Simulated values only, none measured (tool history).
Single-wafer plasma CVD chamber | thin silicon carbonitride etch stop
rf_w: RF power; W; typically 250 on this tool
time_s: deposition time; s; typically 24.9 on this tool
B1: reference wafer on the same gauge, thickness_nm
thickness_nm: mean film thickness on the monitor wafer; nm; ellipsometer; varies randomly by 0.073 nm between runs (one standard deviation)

{"run": 1, "hour": 0.0, "rf_w": 250, "time_s": 24.9, "B1": 19.16, "thickness_nm": 16.081}
{"run": 2, "hour": 27.8, "rf_w": 250, "time_s": 24.9, "B1": 19.219, "thickness_nm": 16.15}
{"run": 3, "hour": 50.4, "rf_w": 250, "time_s": 24.9, "B1": 19.185, "thickness_nm": 15.994}
{"run": 4, "hour": 75.0, "rf_w": 285, "time_s": 24.9, "B1": 19.211, "thickness_nm": 16.527}
{"run": 5, "hour": 97.5, "rf_w": 285, "time_s": 24.9, "B1": 19.203, "thickness_nm": 16.497}
{"run": 6, "hour": 111.3, "rf_w": 250, "time_s": 24.9, "B1": 19.168, "thickness_nm": 16.008}
{"run": 7, "hour": 141.2, "rf_w": 250, "time_s": 24.9, "B1": 19.175, "thickness_nm": 16.022}
{"run": 8, "hour": 165.1, "rf_w": 250, "time_s": 24.9, "B1": 19.202, "thickness_nm": 15.935}
{"run": 9, "hour": 200.8, "rf_w": 265, "time_s": 21.6, "B1": 19.147, "thickness_nm": 14.064}
{"run": 10, "hour": 223.4, "rf_w": 265, "time_s": 23.4, "B1": 19.217, "thickness_nm": 15.247}
{"run": 11, "hour": 248.5, "rf_w": 265, "time_s": 23.4, "B1": 19.182, "thickness_nm": 15.289}
{"hour": 260.4, "done": "gauge calibrated"}
{"run": 12, "hour": 273.8, "rf_w": 285, "time_s": 27.7, "B1": 19.197, "thickness_nm": 18.53}
{"run": 13, "hour": 287.5, "rf_w": 285, "time_s": 27.7, "B1": 19.158, "thickness_nm": 18.643}
{"run": 14, "hour": 314.7, "rf_w": 250, "time_s": 24.9, "B1": 19.213, "thickness_nm": 16.061}
{"run": 15, "hour": 343.7, "rf_w": 250, "time_s": 24.9, "B1": 19.213, "thickness_nm": 16.132}
{"run": 16, "hour": 357.1, "rf_w": 290, "time_s": 20, "B1": 19.201, "thickness_nm": 13.399}
{"run": 17, "hour": 391.3, "rf_w": 250, "time_s": 24.9, "B1": 19.208, "thickness_nm": 16.027}
{"run": 18, "hour": 441.8, "rf_w": 290, "time_s": 23.5, "B1": 19.159, "thickness_nm": 15.754}
{"run": 19, "hour": 472.3, "rf_w": 250, "time_s": 24.9, "B1": 19.174, "thickness_nm": 15.935}
{"hour": 508.8, "done": "showerhead replaced"}
{"run": 20, "hour": 509.3, "rf_w": 290, "time_s": 21, "B1": 19.205, "thickness_nm": 14.015}
{"run": 21, "hour": 528.7, "rf_w": 250, "time_s": 24.9, "B1": 19.2, "thickness_nm": 16.108}

What does the tool deliver on the next run?
{"hour": 558.8, "done": "thermocouple changed; heater temperature recalibrated"}
{"run": 22, "hour": 559.8, "rf_w": 210, "time_s": 23, "B1": "?", "thickness_nm": "?"}

Logged for run 22: B1 19.212, thickness_nm 14.187 nm.
On a tool with no hidden condition, and with the same random variation, this run would have come out at thickness_nm 14.187 nm.
